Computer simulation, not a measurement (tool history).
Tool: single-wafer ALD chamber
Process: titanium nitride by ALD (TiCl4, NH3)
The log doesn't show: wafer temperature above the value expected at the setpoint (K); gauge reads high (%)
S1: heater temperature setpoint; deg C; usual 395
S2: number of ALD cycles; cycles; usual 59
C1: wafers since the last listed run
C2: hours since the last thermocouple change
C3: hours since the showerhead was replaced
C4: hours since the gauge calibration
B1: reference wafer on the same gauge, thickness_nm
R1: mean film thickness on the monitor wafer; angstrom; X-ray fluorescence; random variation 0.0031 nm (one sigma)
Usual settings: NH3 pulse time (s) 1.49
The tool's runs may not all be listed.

run 1 day=0.000 | S1=395 S2=59 NH3_pulse_time_(s)=1.17 | C1=0 C2=1869.1 C3=3583.0 C4=147.6 | B1=1.298 | R1=11.94
run 2 day=0.262 | S1=395 S2=59 NH3_pulse_time_(s)=1.49 | C1=32 C2=1875.4 C3=3589.3 C4=153.9 | B1=1.298 | R1=12.29
run 3 day=0.571 | S1=395 S2=59 NH3_pulse_time_(s)=1.49 | C1=38 C2=1882.8 C3=3596.7 C4=161.3 | B1=1.295 | R1=12.32
run 4 day=0.942 | S1=395 S2=59 NH3_pulse_time_(s)=1.49 | C1=46 C2=1891.7 C3=3605.6 C4=170.2 | B1=1.296 | R1=12.28
run 5 day=1.425 | S1=395 S2=59 NH3_pulse_time_(s)=1.49 | C1=60 C2=1903.3 C3=3617.2 C4=181.8 | B1=1.298 | R1=12.32
run 6 day=2.096 | S1=395 S2=59 NH3_pulse_time_(s)=1.49 | C1=84 C2=1919.4 C3=3633.3 C4=197.9 | B1=1.297 | R1=12.28
run 7 day=2.450 | S1=395 S2=59 NH3_pulse_time_(s)=1.49 | C1=44 C2=1927.9 C3=3641.8 C4=206.4 | B1=1.297 | R1=12.28
run 8 day=2.967 | S1=395 S2=59 NH3_pulse_time_(s)=1.49 | C1=64 C2=1940.3 C3=3654.2 C4=218.8 | B1=1.297 | R1=12.29
run 9 day=3.496 | S1=395 S2=59 NH3_pulse_time_(s)=1.49 | C1=66 C2=1953.0 C3=3666.9 C4=231.5 | B1=1.298 | R1=12.28
run 10 day=3.900 | S1=395 S2=59 NH3_pulse_time_(s)=1.49 | C1=50 C2=1962.7 C3=3676.6 C4=241.2 | B1=1.297 | R1=12.27
run 11 day=4.371 | S1=395 S2=59 NH3_pulse_time_(s)=1.49 | C1=58 C2=1974.0 C3=3687.9 C4=252.5 | B1=1.296 | R1=12.21
run 12 day=4.858 | S1=395 S2=64 NH3_pulse_time_(s)=1.49 | C1=61 C2=1985.7 C3=3699.6 C4=264.2 | B1=1.294 | R1=13.28
run 13 day=5.296 | S1=395 S2=59 NH3_pulse_time_(s)=1.30 | C1=54 C2=1996.2 C3=3710.1 C4=274.7 | B1=1.294 | R1=12.09
run 14 day=7.421 | S1=395 S2=59 NH3_pulse_time_(s)=1.49 | C1=266 C2=2047.2 C3=3761.1 C4=325.7 | B1=1.294 | R1=12.28
-- day=7.912 showerhead replaced
run 15 day=8.121 | S1=395 S2=59 NH3_pulse_time_(s)=1.49 | C1=45 C2=2064.0 C3=5.0 C4=342.5 | B1=1.293 | R1=12.19
-- day=8.954 thermocouple changed; heater temperature recalibrated
run 16 day=8.975 | S1=395 S2=59 NH3_pulse_time_(s)=1.49 | C1=65 C2=0.5 C3=25.5 C4=363.0 | B1=1.292 | R1=12.25
run 17 day=9.029 | S1=395 S2=59 NH3_pulse_time_(s)=1.49 | C1=6 C2=1.8 C3=26.8 C4=364.3 | B1=1.292 | R1=12.25
run 18 day=10.242 | S1=395 S2=59 NH3_pulse_time_(s)=1.36 | C1=151 C2=30.9 C3=55.9 C4=393.4 | B1=1.289 | R1=12.12
run 19 day=12.029 | S1=395 S2=49 NH3_pulse_time_(s)=1.49 | C1=223 C2=73.8 C3=98.8 C4=436.3 | B1=1.289 | R1=10.16
run 20 day=12.500 | S1=395 S2=59 NH3_pulse_time_(s)=1.49 | C1=58 C2=85.1 C3=110.1 C4=447.6 | B1=1.288 | R1=12.18
run 21 day=12.771 | S1=395 S2=59 NH3_pulse_time_(s)=1.96 | C1=33 C2=91.6 C3=116.6 C4=454.1 | B1=1.290 | R1=12.44
run 22 day=13.054 | S1=406 S2=65 NH3_pulse_time_(s)=1.49 | C1=35 C2=98.4 C3=123.4 C4=460.9 | B1=1.288 | R1=13.48
run 23 day=13.542 | S1=401 S2=56 NH3_pulse_time_(s)=0.90 | C1=61 C2=110.1 C3=135.1 C4=472.6 | B1=1.288 | R1=10.81
run 24 day=15.296 | S1=395 S2=59 NH3_pulse_time_(s)=1.49 | C1=219 C2=152.2 C3=177.2 C4=514.7 | B1=1.287 | R1=12.15
run 25 day=15.900 | S1=407 S2=51 NH3_pulse_time_(s)=1.96 | C1=75 C2=166.7 C3=191.7 C4=529.2 | B1=1.286 | R1=10.81
run 26 day=16.154 | S1=400 S2=59 NH3_pulse_time_(s)=1.13 | C1=31 C2=172.8 C3=197.8 C4=535.3 | B1=1.283 | R1=11.87
run 27 day=16.688 | S1=395 S2=59 NH3_pulse_time_(s)=1.49 | C1=66 C2=185.6 C3=210.6 C4=548.1 | B1=1.282 | R1=12.17
run 28 day=17.338 | S1=406 S2=55 NH3_pulse_time_(s)=1.10 | C1=81 C2=201.2 C3=226.2 C4=563.7 | B1=1.282 | R1=11.10
-- day=17.571 gauge calibrated
run 29 day=17.721 | S1=390 S2=59 NH3_pulse_time_(s)=1.49 | C1=48 C2=210.4 C3=235.4 C4=3.6 | B1=1.302 | R1=12.27
run 30 day=19.146 | S1=395 S2=56 NH3_pulse_time_(s)=1.24 | C1=178 C2=244.6 C3=269.6 C4=37.8 | B1=1.299 | R1=11.52
run 31 day=20.754 | S1=395 S2=59 NH3_pulse_time_(s)=1.49 | C1=201 C2=283.2 C3=308.2 C4=76.4 | B1=1.302 | R1=12.34
run 32 day=21.162 | S1=382 S2=53 NH3_pulse_time_(s)=0.95 | C1=51 C2=293.0 C3=318.0 C4=86.2 | B1=1.301 | R1=10.09
run 33 day=21.542 | S1=395 S2=59 NH3_pulse_time_(s)=1.49 | C1=47 C2=302.1 C3=327.1 C4=95.3 | B1=1.302 | R1=12.31
run 34 day=22.183 | S1=395 S2=59 NH3_pulse_time_(s)=1.49 | C1=80 C2=317.5 C3=342.5 C4=110.7 | B1=1.301 | R1=12.29
run 35 day=22.604 | S1=395 S2=59 NH3_pulse_time_(s)=1.49 | C1=52 C2=327.6 C3=352.6 C4=120.8 | B1=1.301 | R1=12.33
run 36 day=23.012 | S1=395 S2=62 NH3_pulse_time_(s)=1.49 | C1=51 C2=337.4 C3=362.4 C4=130.6 | B1=1.302 | R1=12.97
run 37 day=23.508 | S1=388 S2=49 NH3_pulse_time_(s)=1.03 | C1=62 C2=349.3 C3=374.3 C4=142.5 | B1=1.300 | R1=9.62

Hidden state at the last listed run before each entry between runs and at the first one after, where it differs:
Between runs 14 and 15: showerhead replaced (day 7.912)
  gauge reads high (%): -0.521 -> -0.565
  measured less the result without the state, R1: -0.07 -> -0.07 angstrom
Between runs 15 and 16: thermocouple changed; heater temperature recalibrated (day 8.954)
  gauge reads high (%): -0.565 -> -0.623
  measured less the result without the state, R1: -0.07 -> -0.08 angstrom
Between runs 28 and 29: gauge calibrated (day 17.571)
  gauge reads high (%): -1.36 -> 0.151
  measured less the result without the state, R1: -0.16 -> +0.02 angstrom
